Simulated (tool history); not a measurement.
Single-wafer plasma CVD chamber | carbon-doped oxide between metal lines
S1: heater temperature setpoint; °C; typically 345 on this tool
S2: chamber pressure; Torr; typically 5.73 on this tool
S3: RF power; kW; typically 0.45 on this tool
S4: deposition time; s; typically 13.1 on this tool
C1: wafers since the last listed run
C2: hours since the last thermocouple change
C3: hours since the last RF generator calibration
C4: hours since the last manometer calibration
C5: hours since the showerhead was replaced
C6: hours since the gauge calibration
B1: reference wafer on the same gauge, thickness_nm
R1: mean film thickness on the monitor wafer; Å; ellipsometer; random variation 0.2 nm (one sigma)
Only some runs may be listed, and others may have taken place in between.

run    hour   S1    S2     S3    S4    C1      C2     C3      C4      C5      C6      B1      R1
  1       0  345  5.73   0.45  13.1     0  2174.8  163.5   108.2  7074.7  2652.5   69.76  695.02
  2    28.1  345  5.73   0.45  13.1   943  2202.9  191.6   136.3  7102.8  2680.6  69.642  694.65
  3    75.9  345  5.73  0.505  13.1  1604  2250.7  239.4   184.1  7150.6  2728.4  69.723  768.62
  4   102.1  345  5.73  0.505  13.1   879  2276.9  265.6   210.3  7176.8  2754.6  69.691     769
  5   144.9  345  5.73  0.505  13.1  1436  2319.7  308.4   253.1  7219.6  2797.4  69.687  763.54
  6   171.5  345  5.73   0.45  14.3   892  2346.3    335   279.7  7246.2    2824  69.652  758.69
  7   226.5  345  5.73  0.485  13.1  1846  2401.3    390   334.7  7301.2    2879  69.712  743.49
  8   283.3  345  6.46   0.38    14  1906  2458.1  446.8   391.5    7358  2935.8  69.647  624.77
  9   334.2  345  5.73   0.45  13.1  1708    2509  497.7   442.4  7408.9  2986.7  69.766  693.35
 10   381.9  345  5.73   0.45  13.1  1601  2556.7  545.4   490.1  7456.6  3034.4  69.658  691.59
      401.6  -- gauge calibrated
      499.5  -- thermocouple changed; heater temperature recalibrated
 11     521  345  5.73   0.45  13.1  4400    21.5  684.5   629.2  7595.7   119.4  69.808  685.42
 12   563.7  345  5.73   0.42  13.1  1433    64.2  727.2   671.9  7638.4   162.1  69.692  639.58
      589.3  -- showerhead replaced
 13   618.6  331  5.73   0.45  13.1  1574   119.1  782.1   726.8    29.3     217  69.667  712.02
 14   689.9  335  5.73   0.45  11.4  2393   190.4  853.4   798.1   100.6   288.3  69.688  616.98
      878.4  -- RF generator calibrated
 15   890.5  345  5.73   0.39  11.1  6464     391   12.1   998.7   301.2   488.9  69.703  501.62
 16   923.4  349  5.73   0.37  13.1  1104   423.9     45  1031.6   334.1   521.8  69.679  553.62
 17   966.6  345  4.56   0.45  13.1  1449   467.1   88.2  1074.8   377.3     565  69.722  665.23
 18  1003.6  345   6.5   0.45  11.6  1241   504.1  125.2  1111.8   414.3     602  69.745  618.83
 19  1031.7  345  5.73   0.45  13.1   943   532.2  153.3  1139.9   442.4   630.1  69.623  689.78
 20  1182.4  345  5.73   0.45  13.1  5058   682.9    304  1290.6   593.1   780.8  69.643  692.97
 21    1242  345  5.05    0.5  13.1  2000   742.5  363.6  1350.2   652.7   840.4  69.653  737.42
 22  1312.1  336  7.08   0.53  14.4  2352   812.6  433.7  1420.3   722.8   910.5  69.704  912.08
 23  1371.2  345  5.73   0.45  13.1  1983   871.7  492.8  1479.4   781.9   969.6  69.628  692.41

What does the tool deliver on the next run?
 24  1421.7  345  5.73  0.425  13.1  1694  922.2  543.3  1529.9  832.4  1020.1   ?   ?

B1: 69.606
R1: 652.26 Å
Take away the tool's hidden state, keep the run-to-run variation as it was, and the same run would have given R1 643.62 Å.

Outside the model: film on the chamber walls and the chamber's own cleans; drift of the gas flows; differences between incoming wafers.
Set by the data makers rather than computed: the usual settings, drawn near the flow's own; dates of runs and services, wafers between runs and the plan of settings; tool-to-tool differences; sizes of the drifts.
